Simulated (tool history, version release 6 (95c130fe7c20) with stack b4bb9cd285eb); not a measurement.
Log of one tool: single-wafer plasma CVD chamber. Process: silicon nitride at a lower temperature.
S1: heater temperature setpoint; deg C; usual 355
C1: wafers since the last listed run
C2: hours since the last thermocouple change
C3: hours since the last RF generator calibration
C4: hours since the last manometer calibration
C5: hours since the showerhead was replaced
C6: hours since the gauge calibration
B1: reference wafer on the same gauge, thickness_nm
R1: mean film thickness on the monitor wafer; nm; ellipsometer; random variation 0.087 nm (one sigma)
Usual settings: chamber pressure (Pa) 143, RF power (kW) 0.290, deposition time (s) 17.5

Run 1, hour 0.0: usual settings but chamber pressure (Pa) 125, deposition time (s) 16.6; C1 0; C2 1190.2; C3 704.3; C4 1284.9; C5 2879.7; C6 767.3; B1 18.714. Result: R1 16.943 nm.
Run 2, hour 57.8: usual settings; C1 1704; C2 1248.0; C3 762.1; C4 1342.7; C5 2937.5; C6 825.1; B1 18.679. Result: R1 18.696 nm.
Run 3, hour 135.5: usual settings; C1 2291; C2 1325.7; C3 839.8; C4 1420.4; C5 3015.2; C6 902.8; B1 18.693. Result: R1 18.683 nm.
Run 4, hour 187.6: usual settings; C1 1536; C2 1377.8; C3 891.9; C4 1472.5; C5 3067.3; C6 954.9; B1 18.741. Result: R1 18.567 nm.
Run 5, hour 267.4: usual settings; C1 2353; C2 1457.6; C3 971.7; C4 1552.3; C5 3147.1; C6 1034.7; B1 18.715. Result: R1 18.577 nm.
At hour 280.2: capacitance manometer re-zeroed and calibrated.
Run 6, hour 326.6: usual settings; C1 1509; C2 1516.8; C3 1030.9; C4 46.4; C5 3206.3; C6 1093.9; B1 18.707. Result: R1 18.642 nm.
At hour 337.1: RF generator calibrated.
At hour 378.5: showerhead replaced.
Run 7, hour 394.7: usual settings; C1 1536; C2 1584.9; C3 57.6; C4 114.5; C5 16.2; C6 1162.0; B1 18.708. Result: R1 19.204 nm.
Run 8, hour 439.2: usual settings; C1 1312; C2 1629.4; C3 102.1; C4 159.0; C5 60.7; C6 1206.5; B1 18.695. Result: R1 18.987 nm.
Run 9, hour 517.4: usual settings; C1 2306; C2 1707.6; C3 180.3; C4 237.2; C5 138.9; C6 1284.7; B1 18.704. Result: R1 18.923 nm.
Run 10, hour 823.7: usual settings; C1 9033; C2 2013.9; C3 486.6; C4 543.5; C5 445.2; C6 1591.0; B1 18.734. Result: R1 18.691 nm.
Run 11, hour 873.8: usual settings but chamber pressure (Pa) 125, deposition time (s) 16.6; C1 1477; C2 2064.0; C3 536.7; C4 593.6; C5 495.3; C6 1641.1; B1 18.659. Result: R1 17.032 nm.
Run 12, hour 929.5: usual settings but deposition time (s) 20.0; C1 1642; C2 2119.7; C3 592.4; C4 649.3; C5 551.0; C6 1696.8; B1 18.690. Result: R1 21.396 nm.
Run 13, hour 1006.8: usual settings but deposition time (s) 14.4; C1 2279; C2 2197.0; C3 669.7; C4 726.6; C5 628.3; C6 1774.1; B1 18.678. Result: R1 15.403 nm.
Run 14, hour 1069.0: usual settings but chamber pressure (Pa) 163, deposition time (s) 19.2; C1 1834; C2 2259.2; C3 731.9; C4 788.8; C5 690.5; C6 1836.3; B1 18.674. Result: R1 21.436 nm.
Run 15, hour 1223.5: usual settings; C1 4556; C2 2413.7; C3 886.4; C4 943.3; C5 845.0; C6 1990.8; B1 18.691. Result: R1 18.618 nm.
Run 16, hour 1294.9: usual settings but RF power (kW) 0.265; C1 2105; C2 2485.1; C3 957.8; C4 1014.7; C5 916.4; C6 2062.2; B1 18.694. Result: R1 17.911 nm.
Run 17, hour 1371.2: usual settings but chamber pressure (Pa) 123, RF power (kW) 0.275, deposition time (s) 20.5; C1 2250; C2 2561.4; C3 1034.1; C4 1091.0; C5 992.7; C6 2138.5; B1 18.657. Result: R1 20.226 nm.
At hour 1379.5: gauge calibrated.
At hour 1388.4: thermocouple changed; heater temperature recalibrated.
Run 18, hour 1442.7: usual settings but S1 346 deg C, chamber pressure (Pa) 115, deposition time (s) 18.7; C1 1872; C2 54.3; C3 1105.6; C4 1162.5; C5 1064.2; C6 63.2; B1 18.716. Result: R1 18.377 nm.
At hour 1510.4: RF generator calibrated.
Run 19, hour 1539.0: usual settings but chamber pressure (Pa) 117, RF power (kW) 0.270; C1 2604; C2 150.6; C3 28.6; C4 1258.8; C5 1160.5; C6 159.5; B1 18.681. Result: R1 17.336 nm.
Run 20, hour 1595.5: usual settings; C1 1666; C2 207.1; C3 85.1; C4 1315.3; C5 1217.0; C6 216.0; B1 18.703. Result: R1 19.166 nm.
Run 21, hour 1676.0: usual settings but RF power (kW) 0.245, deposition time (s) 20.1; C1 2374; C2 287.6; C3 165.6; C4 1395.8; C5 1297.5; C6 296.5; B1 18.668. Result: R1 20.376 nm.
Run 22, hour 1776.3: usual settings but chamber pressure (Pa) 124, RF power (kW) 0.330, deposition time (s) 14.6; C1 2958; C2 387.9; C3 265.9; C4 1496.1; C5 1397.8; C6 396.8; B1 18.717. Result: R1 15.789 nm.
Run 23, hour 1841.1: usual settings but S1 346 deg C; C1 1911; C2 452.7; C3 330.7; C4 1560.9; C5 1462.6; C6 461.6; B1 18.683. Result: R1 18.920 nm.
Run 24, hour 1911.2: usual settings but S1 360 deg C, chamber pressure (Pa) 125, RF power (kW) 0.265, deposition time (s) 15.5; C1 2067; C2 522.8; C3 400.8; C4 1631.0; C5 1532.7; C6 531.7; B1 18.690. Result: R1 15.156 nm.
Run 25, hour 1975.2: usual settings but chamber pressure (Pa) 124; C1 1887; C2 586.8; C3 464.8; C4 1695.0; C5 1596.7; C6 595.7; B1 18.717. Result: R1 17.894 nm.
Run 26, hour 2067.9: usual settings but S1 350 deg C, chamber pressure (Pa) 123, RF power (kW) 0.245, deposition time (s) 14.9; C1 2733; C2 679.5; C3 557.5; C4 1787.7; C5 1689.4; C6 688.4; B1 18.742. Result: R1 13.988 nm.
At hour 2120.3: capacitance manometer re-zeroed and calibrated.
Run 27, hour 2153.6: usual settings but S1 341 deg C, chamber pressure (Pa) 164, RF power (kW) 0.340, deposition time (s) 16.5; C1 2291; C2 765.2; C3 643.2; C4 33.3; C5 1775.1; C6 774.1; B1 18.758. Result: R1 19.950 nm.
Run 28, hour 2202.9: usual settings but chamber pressure (Pa) 161, RF power (kW) 0.330, deposition time (s) 14.6; C1 1453; C2 814.5; C3 692.5; C4 82.6; C5 1824.4; C6 823.4; B1 18.678. Result: R1 16.994 nm.
Run 29, hour 2260.1: usual settings; C1 1686; C2 871.7; C3 749.7; C4 139.8; C5 1881.6; C6 880.6; B1 18.716. Result: R1 18.731 nm.

The same runs without the tool's hidden state, with the same run-to-run variation:
The hidden state here: wafer temperature above the value expected at the setpoint (K); delivered RF power above the setpoint (%); true pressure above the setpoint (%); gauge reads high (%).
run      R1
  1  17.518
  2  19.346
  3  19.349
  4  19.238
  5  19.260
  6  19.335
  7  19.380
  8  19.229
  9  19.265
 10  19.272
 11  17.583
 12  22.115
 13  15.943
 14  22.208
 15  19.322
 16  18.620
 17  21.026
 18  19.099
 19  17.469
 20  19.406
 21  20.762
 22  16.158
 23  19.430
 24  15.618
 25  18.461
 26  14.481
 27  20.644
 28  17.601
 29  19.432
